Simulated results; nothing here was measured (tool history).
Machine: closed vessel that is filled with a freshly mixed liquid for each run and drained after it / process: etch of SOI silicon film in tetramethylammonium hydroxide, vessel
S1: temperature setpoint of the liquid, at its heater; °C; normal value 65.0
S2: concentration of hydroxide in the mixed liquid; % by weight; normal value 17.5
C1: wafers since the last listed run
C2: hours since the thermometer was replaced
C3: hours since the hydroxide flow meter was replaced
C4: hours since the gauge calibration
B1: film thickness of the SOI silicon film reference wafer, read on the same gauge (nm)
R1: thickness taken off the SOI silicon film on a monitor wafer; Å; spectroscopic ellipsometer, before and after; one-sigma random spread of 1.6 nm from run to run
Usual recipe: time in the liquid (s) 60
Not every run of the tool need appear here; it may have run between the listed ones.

run 1 day=0.000 | S1=69.5 S2=17.5 time_in_the_liquid_(s)=35 | C1=0 C2=891.8 C3=978.9 C4=21.3 | B1=149.96 | R1=1626.8
run 2 day=0.750 | S1=69.5 S2=17.5 time_in_the_liquid_(s)=35 | C1=1647 C2=909.8 C3=996.9 C4=39.3 | B1=150.01 | R1=1638.0
run 3 day=2.821 | S1=65.0 S2=14.5 time_in_the_liquid_(s)=60 | C1=4549 C2=959.5 C3=1046.6 C4=89.0 | B1=150.03 | R1=2280.4
run 4 day=3.304 | S1=65.0 S2=14.5 time_in_the_liquid_(s)=60 | C1=1061 C2=971.1 C3=1058.2 C4=100.6 | B1=150.05 | R1=2237.7
run 5 day=3.717 | S1=65.0 S2=14.5 time_in_the_liquid_(s)=60 | C1=906 C2=981.0 C3=1068.1 C4=110.5 | B1=150.00 | R1=2252.8
run 6 day=4.079 | S1=65.0 S2=20.5 time_in_the_liquid_(s)=60 | C1=796 C2=989.7 C3=1076.8 C4=119.2 | B1=150.04 | R1=1964.9
run 7 day=4.746 | S1=58.5 S2=17.5 time_in_the_liquid_(s)=85 | C1=1464 C2=1005.7 C3=1092.8 C4=135.2 | B1=150.05 | R1=1959.9
run 8 day=5.038 | S1=65.0 S2=17.5 time_in_the_liquid_(s)=60 | C1=640 C2=1012.7 C3=1099.8 C4=142.2 | B1=150.06 | R1=2087.2
run 9 day=5.408 | S1=71.5 S2=15.0 time_in_the_liquid_(s)=60 | C1=814 C2=1021.6 C3=1108.7 C4=151.1 | B1=150.03 | R1=3236.8
run 10 day=5.825 | S1=65.0 S2=17.5 time_in_the_liquid_(s)=60 | C1=915 C2=1031.6 C3=1118.7 C4=161.1 | B1=150.01 | R1=2081.4
-- day=6.133 thermometer replaced
run 11 day=6.246 | S1=65.0 S2=17.5 time_in_the_liquid_(s)=35 | C1=832 C2=2.7 C3=1128.8 C4=171.2 | B1=150.01 | R1=1431.3
-- day=6.442 gauge calibrated
-- day=6.588 hydroxide flow meter replaced
run 12 day=6.625 | S1=65.0 S2=17.5 time_in_the_liquid_(s)=60 | C1=741 C2=11.8 C3=0.9 C4=4.4 | B1=150.03 | R1=2442.1
run 13 day=7.312 | S1=71.0 S2=15.5 time_in_the_liquid_(s)=60 | C1=1510 C2=28.3 C3=17.4 C4=20.9 | B1=150.00 | R1=3646.7
run 14 day=7.738 | S1=65.0 S2=17.5 time_in_the_liquid_(s)=95 | C1=933 C2=38.5 C3=27.6 C4=31.1 | B1=149.98 | R1=3830.0

Expected results for the next run?
run 15 day=8.458 | S1=69.0 S2=22.5 time_in_the_liquid_(s)=60 | C1=1583 C2=55.8 C3=44.9 C4=48.4 | B1=? | R1=?

{"run 15": {"B1": 149.99, "R1": 2730.4}}
The same run, on a tool lacking any hidden state, would have yielded R1 2800.7 Å.
